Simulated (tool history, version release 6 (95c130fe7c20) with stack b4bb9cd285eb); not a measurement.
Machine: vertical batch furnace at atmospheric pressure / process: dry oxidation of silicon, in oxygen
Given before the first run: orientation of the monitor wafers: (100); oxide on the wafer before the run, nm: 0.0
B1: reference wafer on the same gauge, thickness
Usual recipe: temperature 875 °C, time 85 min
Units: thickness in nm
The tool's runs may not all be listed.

run 1 hour=0 | temperature=864 time=85 | B1=16.9 | thickness=17.76
run 2 hour=55.2 | temperature=864 time=85 | B1=16.9 | thickness=17.8
run 3 hour=87.7 | temperature=875 time=104 | B1=16.91 | thickness=22.88
run 4 hour=111.2 | temperature=875 time=104 | B1=16.9 | thickness=22.88
run 5 hour=130 | temperature=875 time=61 | B1=16.91 | thickness=16.05
run 6 hour=216 | temperature=875 time=85 | B1=16.91 | thickness=20.07
run 7 hour=236.2 | temperature=875 time=85 | B1=16.9 | thickness=19.99
run 8 hour=255.8 | temperature=875 time=85 | B1=16.9 | thickness=20.05
run 9 hour=285 | temperature=875 time=85 | B1=16.9 | thickness=19.23
run 10 hour=322.9 | temperature=884 time=44 | B1=16.91 | thickness=13.68
run 11 hour=338 | temperature=884 time=64 | B1=16.9 | thickness=17.65
run 12 hour=361.7 | temperature=896 time=57 | B1=16.9 | thickness=18.55
run 13 hour=447.6 | temperature=850 time=98 | B1=16.89 | thickness=16.25
run 14 hour=469.5 | temperature=875 time=61 | B1=16.91 | thickness=15.6
run 15 hour=501.1 | temperature=875 time=71 | B1=16.89 | thickness=17.33
run 16 hour=520.2 | temperature=886 time=127 | B1=16.9 | thickness=28.62

Withheld: 3 entries from between the runs. Position of each, and hidden state at the listed run before versus the listed run after:
Logged between run 8 and run 9: gauge calibrated (hour 262.3); thermocouples replaced and temperature profile calibrated (hour 284.5)
  true tube temperature minus thermocouple reading, K: 4.11 -> 0.386
  what was measured, less what the result would be without the hidden state, thickness: +0.86 -> +0.08 nm
Logged between run 9 and run 10: boat lift adjusted (hour 322.4)
  true tube temperature minus thermocouple reading, K: 0.386 -> 0.615
  what was measured, less what the result would be without the hidden state, thickness: +0.08 -> +0.09 nm
